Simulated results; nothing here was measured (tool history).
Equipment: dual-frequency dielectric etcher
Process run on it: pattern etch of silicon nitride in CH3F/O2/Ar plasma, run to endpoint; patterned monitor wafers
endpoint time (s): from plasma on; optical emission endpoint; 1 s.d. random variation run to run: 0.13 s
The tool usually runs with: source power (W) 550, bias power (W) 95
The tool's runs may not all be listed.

| run | hour | source power (W) | bias power (W) | wafers since the last listed run | hours since the last wet clean | hours since the last source power generator calibration | hours since the last bias power generator calibration | hours since the last upper electrode change | incoming incoming film thickness, nm | endpoint time (s) |
|---|---|---|---|---|---|---|---|---|---|---|
| 1 | 0.0 | 550 | 95 | 0 | 351.7 | 2172.6 | 1763.4 | 4523.5 | 25.13 | 30.6 |
| 2 | 9.7 | 550 | 95 | 167 | 361.4 | 2182.3 | 1773.1 | 4533.2 | 24.90 | 29.9 |
| 3 | 24.7 | 550 | 95 | 259 | 376.4 | 2197.3 | 1788.1 | 4548.2 | 25.01 | 30.4 |
| 4 | 35.7 | 630 | 95 | 190 | 387.4 | 2208.3 | 1799.1 | 4559.2 | 25.08 | 29.3 |
| 5 | 51.0 | 630 | 95 | 264 | 402.7 | 2223.6 | 1814.4 | 4574.5 | 25.28 | 29.6 |
| 6 | 58.2 | 630 | 95 | 124 | 409.9 | 2230.8 | 1821.6 | 4581.7 | 25.24 | 29.3 |
| 7 | 75.4 | 470 | 95 | 297 | 427.1 | 2248.0 | 1838.8 | 4598.9 | 25.16 | 31.1 |
|  | 83.9 | bias power generator calibrated |
| 8 | 84.4 | 470 | 95 | 86 | 436.1 | 2257.0 | 0.5 | 4607.9 | 25.02 | 30.7 |
| 9 | 93.2 | 590 | 95 | 152 | 444.9 | 2265.8 | 9.3 | 4616.7 | 25.28 | 29.8 |
|  | 120.3 | wet clean of the chamber |
| 10 | 120.8 | 590 | 95 | 62 | 0.5 | 2293.4 | 36.9 | 4644.3 | 24.96 | 30.2 |
| 11 | 121.1 | 590 | 95 | 5 | 0.8 | 2293.7 | 37.2 | 4644.6 | 25.06 | 30.4 |
| 12 | 121.4 | 620 | 81 | 5 | 1.1 | 2294.0 | 37.5 | 4644.9 | 25.31 | 33.2 |
| 13 | 136.8 | 550 | 104 | 266 | 16.5 | 2309.4 | 52.9 | 4660.3 | 24.77 | 28.9 |
|  | 150.2 | source power generator calibrated |
| 14 | 153.1 | 590 | 95 | 212 | 32.8 | 2.9 | 69.2 | 4676.6 | 25.29 | 30.6 |
| 15 | 163.6 | 650 | 108 | 181 | 43.3 | 13.4 | 79.7 | 4687.1 | 25.16 | 27.9 |
|  | 191.5 | upper electrode replaced, of another model than before |
| 16 | 192.0 | 550 | 80 | 76 | 71.7 | 41.8 | 108.1 | 0.5 | 25.25 | 35.1 |
| 17 | 192.3 | 550 | 78 | 5 | 72.0 | 42.1 | 108.4 | 0.8 | 24.96 | 35.6 |
| 18 | 201.0 | 660 | 95 | 150 | 80.7 | 50.8 | 117.1 | 9.5 | 24.83 | 29.7 |
| 19 | 208.4 | 550 | 110 | 128 | 88.1 | 58.2 | 124.5 | 16.9 | 25.32 | 28.0 |
| 20 | 226.3 | 660 | 109 | 309 | 106.0 | 76.1 | 142.4 | 34.8 | 25.02 | 27.0 |
| 21 | 235.8 | 550 | 95 | 164 | 115.5 | 85.6 | 151.9 | 44.3 | 25.15 | 30.7 |
| 22 | 245.8 | 490 | 104 | 173 | 125.5 | 95.6 | 161.9 | 54.3 | 25.31 | 29.3 |
| 23 | 263.4 | 550 | 95 | 304 | 143.1 | 113.2 | 179.5 | 71.9 | 25.13 | 30.7 |
| 24 | 269.7 | 490 | 115 | 109 | 149.4 | 119.5 | 185.8 | 78.2 | 25.39 | 27.8 |
| 25 | 277.6 | 550 | 95 | 136 | 157.3 | 127.4 | 193.7 | 86.1 | 24.99 | 30.1 |

Describe how what the log doesn't record of the tool's condition differs between the last listed run preceding each entry between runs and the first listed run following it.
Logged between run 7 and run 8: bias power generator calibrated (hour 83.9)
  etch rate over this chamber's usual, %: 3.66 -> 3.76
  difference, measured minus the result without the unlogged condition, endpoint time (s): -1.2 -> -1.2
Logged between run 9 and run 10: wet clean of the chamber (hour 120.3)
  etch rate over this chamber's usual, %: 3.85 -> 0.954
  difference, measured minus the result without the unlogged condition, endpoint time (s): -1.2 -> -0.3
Logged between run 13 and run 14: source power generator calibrated (hour 150.2)
  etch rate over this chamber's usual, %: 1.12 -> 1.29
  difference, measured minus the result without the unlogged condition, endpoint time (s): -0.4 -> -0.4
Logged between run 15 and run 16: upper electrode replaced, of another model than before (hour 191.5)
  etch rate over this chamber's usual, %: 1.4 -> 1.69
  difference, measured minus the result without the unlogged condition, endpoint time (s): -0.4 -> -0.6
